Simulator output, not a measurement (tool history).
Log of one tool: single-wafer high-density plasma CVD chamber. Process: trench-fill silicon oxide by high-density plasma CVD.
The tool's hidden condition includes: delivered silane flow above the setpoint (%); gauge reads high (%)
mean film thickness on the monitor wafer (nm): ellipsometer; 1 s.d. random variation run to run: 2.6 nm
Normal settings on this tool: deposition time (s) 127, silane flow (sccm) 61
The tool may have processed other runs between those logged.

| run | hour | deposition time (s) | silane flow (sccm) | wafers since the last listed run | hours since the silane flow controller was replaced | hours since the gauge calibration | read-back reference wafer on the same gauge, thickness_nm | mean film thickness on the monitor wafer (nm) |
|---|---|---|---|---|---|---|---|---|
| 1 | 0 | 127 | 61 | 0 | 3596.6 | 84.5 | 864.431 | 856.214 |
| 2 | 48.2 | 127 | 61 | 614 | 3644.8 | 132.7 | 863.866 | 859.707 |
| 3 | 122.1 | 113 | 61 | 942 | 3718.7 | 206.6 | 862.707 | 763.333 |
| 4 | 217 | 113 | 61 | 1209 | 3813.6 | 301.5 | 864.49 | 764.986 |
| 5 | 311.9 | 113 | 61 | 1209 | 3908.5 | 396.4 | 863.52 | 759.751 |
| 6 | 410.9 | 127 | 61 | 1262 | 4007.5 | 495.4 | 864.345 | 857.27 |
| 7 | 492.9 | 127 | 61 | 1045 | 4089.5 | 577.4 | 863.805 | 857.54 |
| 8 | 596.6 | 127 | 61 | 1322 | 4193.2 | 681.1 | 863.093 | 854.48 |
| 9 | 662 | 127 | 61 | 833 | 4258.6 | 746.5 | 864.551 | 856.564 |
|  | 676.1 | silane flow controller replaced |
| 10 | 710.4 | 127 | 61 | 515 | 34.3 | 794.9 | 863.685 | 817.376 |
| 11 | 779.7 | 118 | 53 | 883 | 103.6 | 864.2 | 863.282 | 689.916 |
| 12 | 817.6 | 135 | 54 | 483 | 141.5 | 902.1 | 864.923 | 800.825 |
|  | 893.4 | gauge calibrated |
| 13 | 921.5 | 142 | 61 | 1324 | 245.4 | 28.1 | 863.936 | 914.131 |
| 14 | 976.2 | 115 | 52 | 697 | 300.1 | 82.8 | 862.681 | 669.655 |
| 15 | 1020.7 | 127 | 61 | 567 | 344.6 | 127.3 | 865.102 | 826.853 |
| 16 | 1108.8 | 106 | 61 | 1123 | 432.7 | 215.4 | 863.717 | 688.961 |
| 17 | 1203.3 | 104 | 52 | 1204 | 527.2 | 309.9 | 865.948 | 607.649 |
| 18 | 1299.3 | 127 | 61 | 1223 | 623.2 | 405.9 | 864.504 | 829.605 |
| 19 | 1349.1 | 139 | 68 | 634 | 673 | 455.7 | 864.06 | 987.428 |
| 20 | 1436.7 | 152 | 58 | 1116 | 760.6 | 543.3 | 864.656 | 964.684 |

Each row is a separate what-if for the run after 20, all from the same tool condition, not one after another. Results?
| A | 1437.1 | 119 | 61 | 5 | 761 | 543.7 | ? | ? |
| B | 1437.1 | 112 | 65 | 5 | 761 | 543.7 | ? | ? |
| C | 1437.1 | 107 | 70 | 5 | 761 | 543.7 | ? | ? |

| run | read-back reference wafer on the same gauge, thickness_nm | mean film thickness on the monitor wafer (nm) |
|---|---|---|
| A | 863.025 | 776.224 |
| B | 863.025 | 764.765 |
| C | 863.025 | 771.466 |
Stripped of hidden state, with their random variation kept, the same runs would have yielded:
| run | mean film thickness on the monitor wafer (nm) |
|---|---|
| A | 761.787 |
| B | 750.541 |
| C | 757.118 |
